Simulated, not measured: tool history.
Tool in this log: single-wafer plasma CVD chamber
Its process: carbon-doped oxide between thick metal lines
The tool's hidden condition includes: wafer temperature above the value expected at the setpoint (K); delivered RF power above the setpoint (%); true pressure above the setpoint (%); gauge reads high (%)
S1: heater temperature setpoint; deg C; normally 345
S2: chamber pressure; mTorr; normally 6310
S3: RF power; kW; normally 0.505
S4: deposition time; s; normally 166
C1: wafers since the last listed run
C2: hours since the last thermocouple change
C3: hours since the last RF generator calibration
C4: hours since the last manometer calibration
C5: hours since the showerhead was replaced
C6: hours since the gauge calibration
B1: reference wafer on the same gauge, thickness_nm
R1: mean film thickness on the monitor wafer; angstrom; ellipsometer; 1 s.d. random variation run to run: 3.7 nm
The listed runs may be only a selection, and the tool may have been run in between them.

run,hour,S1,S2,S3,S4,C1,C2,C3,C4,C5,C6,B1,R1
1,0,345,6310,0.425,166,0,538.8,1797.1,705.6,6289,338.7,845.354,7932.6
2,180.2,337,6310,0.505,166,2139,719,1977.3,885.8,6469.2,518.9,840.37,8844.91
3,225.4,337,6310,0.505,166,536,764.2,2022.5,931,6514.4,564.1,839.281,8817.63
4,283.3,337,6310,0.505,166,687,822.1,2080.4,988.9,6572.3,622,837.192,8831.81
5,349.1,345,6310,0.505,153,781,887.9,2146.2,1054.7,6638.1,687.8,835.231,7820.23
6,395.7,345,6310,0.505,166,553,934.5,2192.8,1101.3,6684.7,734.4,834.266,8610.85
7,462.1,345,6310,0.505,166,788,1000.9,2259.2,1167.7,6751.1,800.8,832.412,8488.71
# hour 516.3: RF generator calibrated
# hour 528.2: showerhead replaced
8,558.2,345,7410,0.505,166,951,1097,41.9,1263.8,30,896.9,828.887,8562.05
# hour 581.9: thermocouple changed; heater temperature recalibrated
9,595.1,345,6310,0.48,166,343,13.2,78.8,1300.7,66.9,933.8,827.275,8278.64
10,659.2,345,6310,0.48,166,761,77.3,142.9,1364.8,131,997.9,824.761,8296.14
11,695.8,345,6310,0.48,166,434,113.9,179.5,1401.4,167.6,1034.5,823.309,8233.27
12,745,345,6310,0.505,151,584,163.1,228.7,1450.6,216.8,1083.7,821.286,7658.93
13,784.2,345,5460,0.505,166,465,202.3,267.9,1489.8,256,1122.9,818.271,8184.17
14,854.4,345,6310,0.505,146,833,272.5,338.1,1560,326.2,1193.1,815.052,7309.8
# hour 862: gauge calibrated
15,881.6,353,5670,0.465,142,322,299.7,365.3,1587.2,353.4,19.6,854.558,6943.19
16,922.1,345,6310,0.47,178,480,340.2,405.8,1627.7,393.9,60.1,852.061,9085.63
17,962.4,338,6310,0.505,146,478,380.5,446.1,1668,434.2,100.4,854.077,7859.26
18,1004.4,345,6310,0.54,166,498,422.5,488.1,1710,476.2,142.4,855.101,9049.65
19,1058.1,345,5150,0.46,166,637,476.2,541.8,1763.7,529.9,196.1,854.138,8096.51
20,1122.7,345,6310,0.505,166,767,540.8,606.4,1828.3,594.5,260.7,853.036,8718.06
21,1176.5,345,7520,0.505,143,638,594.6,660.2,1882.1,648.3,314.5,852.782,7653.82
# hour 1185.7: capacitance manometer re-zeroed and calibrated
22,1233.8,345,5200,0.505,166,585,651.9,717.5,48.1,705.6,371.8,850.791,8495.7
23,1286.6,345,6310,0.505,166,626,704.7,770.3,100.9,758.4,424.6,849.706,8684.46
24,1336.6,345,5670,0.505,198,593,754.7,820.3,150.9,808.4,474.6,847.804,10227.89
25,1427.6,358,6310,0.57,166,1080,845.7,911.3,241.9,899.4,565.6,846.784,8869
26,1498.9,345,6310,0.505,166,846,917,982.6,313.2,970.7,636.9,845.056,8640.61

Each row is a separate what-if for the run after 26, all from the same tool condition, not one after another. Results?
A,1499.3,345,6310,0.505,166,4,917.4,983,313.6,971.1,637.3,?,?
B,1499.3,354,6850,0.59,166,4,917.4,983,313.6,971.1,637.3,?,?
C,1499.3,345,6310,0.41,145,4,917.4,983,313.6,971.1,637.3,?,?

run,B1,R1
A,847.052,8682.96
B,847.052,9200.32
C,847.052,6829.78
Take away the tool's hidden state, keep each run's random variation, and the runs would have read:
run,R1
A,8763.12
B,9285.27
C,6892.84

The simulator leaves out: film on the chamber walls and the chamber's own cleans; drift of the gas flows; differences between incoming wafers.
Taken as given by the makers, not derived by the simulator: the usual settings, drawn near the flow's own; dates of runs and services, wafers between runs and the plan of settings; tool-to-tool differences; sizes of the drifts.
